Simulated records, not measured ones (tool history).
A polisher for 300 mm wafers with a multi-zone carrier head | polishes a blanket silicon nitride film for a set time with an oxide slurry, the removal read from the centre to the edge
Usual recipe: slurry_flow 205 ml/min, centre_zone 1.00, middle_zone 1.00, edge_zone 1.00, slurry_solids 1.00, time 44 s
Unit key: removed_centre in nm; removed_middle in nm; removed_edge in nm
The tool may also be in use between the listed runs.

run,hour,slurry_flow,centre_zone,middle_zone,edge_zone,slurry_solids,time,wafers since the last listed run,wafers polished on this pad,hours since the slurry nozzle was cleaned,hours since the centre zone pressure was calibrated,hours since the edge zone pressure was calibrated,hours since the carrier head's membrane was replaced,"incoming thickness of the incoming film, nm",removed_centre,removed_middle,removed_edge
1,0.0,205,1.00,1.00,1.00,1.00,44,0,2334,342.6,743.0,209.1,25.3,312.5,32.7,31.3,33.1
2,57.8,205,1.00,1.00,1.00,1.00,58,740,3075,400.4,800.8,266.9,83.1,310.3,42.9,42.1,43.4
3,123.5,205,1.00,1.00,1.00,1.00,44,841,3917,466.1,866.5,332.6,148.8,308.8,33.5,31.9,32.9
4,160.1,205,1.00,1.00,0.89,1.00,44,468,4385,502.7,903.1,369.2,185.4,316.5,32.2,31.8,31.1
5,186.6,205,1.00,1.00,1.00,1.00,44,339,4725,529.2,929.6,395.7,211.9,305.3,33.0,31.8,32.5
# hour 238.3: slurry nozzle cleaned
6,243.6,205,1.00,1.00,1.00,0.75,44,717,5442,5.3,986.6,452.7,268.9,306.2,29.8,28.4,30.4
# hour 309.2: worn pad replaced by a new one
7,315.0,205,0.94,0.91,1.00,1.00,54,863,74,76.7,1058.0,524.1,340.3,311.1,38.1,35.8,40.0
# hour 371.2: edge zone pressure recalibrated
8,377.5,205,1.00,1.00,1.00,1.00,44,775,849,139.2,1120.5,6.3,402.8,307.1,33.2,31.5,32.9
9,419.4,205,1.12,0.95,1.00,1.00,38,536,1385,181.1,1162.4,48.2,444.7,309.9,31.1,25.7,28.1
10,479.4,205,0.97,1.00,1.00,1.00,44,768,2154,241.1,1222.4,108.2,504.7,313.3,31.2,31.2,33.4
11,518.1,150,1.00,1.00,1.00,1.00,44,495,2650,279.8,1261.1,146.9,543.4,313.3,30.2,30.2,31.8
12,543.3,165,1.07,0.89,1.00,1.00,55,322,2973,305.0,1286.3,172.1,568.6,311.1,43.1,34.1,39.7
# hour 614.7: centre zone pressure recalibrated
13,615.2,205,1.00,1.07,1.00,1.00,44,895,3868,376.9,0.5,244.0,640.5,311.5,33.3,33.6,33.1
14,679.6,245,1.00,1.00,1.05,1.00,44,825,4693,441.3,64.9,308.4,704.9,310.6,34.0,32.5,34.2
15,735.1,205,1.00,1.00,1.00,1.00,44,711,5404,496.8,120.4,363.9,760.4,312.0,33.1,31.8,32.6
# hour 759.7: worn pad replaced by a new one
16,789.6,205,1.04,1.00,1.00,0.70,44,646,383,551.3,174.9,418.4,814.9,316.4,30.3,27.4,28.4
# hour 818.4: slurry nozzle cleaned
17,860.4,205,1.00,1.00,1.00,1.00,44,894,1277,42.0,245.7,489.2,885.7,304.5,32.0,31.3,32.3
18,889.6,205,1.00,1.00,1.00,1.00,44,374,1651,71.2,274.9,518.4,914.9,314.2,32.6,31.8,33.2
19,937.0,205,1.00,1.05,1.00,1.15,44,607,2258,118.6,322.3,565.8,962.3,313.7,34.3,35.0,35.1
20,978.2,205,1.06,1.00,1.09,0.75,44,527,2786,159.8,363.5,607.0,1003.5,308.8,31.3,28.5,30.5
# hour 1013.5: edge zone pressure recalibrated
21,1013.8,205,1.00,0.91,1.00,0.75,44,430,3217,195.4,399.1,0.3,1039.1,313.7,29.3,26.3,29.4

Below are 5 alternative next runs, each starting from the tool's condition after run 21. Predict each:
A,1014.2,205,1.00,1.00,1.00,1.00,54,5,3222,195.8,399.5,0.7,1039.5,309.1,?,?,?
B,1014.2,180,1.12,1.00,0.89,1.00,36,5,3222,195.8,399.5,0.7,1039.5,309.1,?,?,?
C,1014.2,225,1.00,1.00,1.00,1.00,58,5,3222,195.8,399.5,0.7,1039.5,309.1,?,?,?
D,1014.2,135,1.00,1.00,1.00,1.00,44,5,3222,195.8,399.5,0.7,1039.5,309.1,?,?,?
E,1014.2,230,1.00,1.00,1.00,1.10,51,5,3222,195.8,399.5,0.7,1039.5,309.1,?,?,?

run,removed_centre,removed_middle,removed_edge
A,39.8,39.7,40.5
B,29.0,25.9,25.1
C,43.4,43.2,43.9
D,29.5,29.7,31.0
E,39.6,39.4,40.0
Take away the tool's hidden state, keep each run's random variation, and the runs would have read:
run,removed_centre,removed_middle,removed_edge
A,39.8,39.7,40.5
B,29.0,25.9,25.1
C,43.4,43.2,43.9
D,29.5,29.7,31.0
E,39.6,39.4,40.0

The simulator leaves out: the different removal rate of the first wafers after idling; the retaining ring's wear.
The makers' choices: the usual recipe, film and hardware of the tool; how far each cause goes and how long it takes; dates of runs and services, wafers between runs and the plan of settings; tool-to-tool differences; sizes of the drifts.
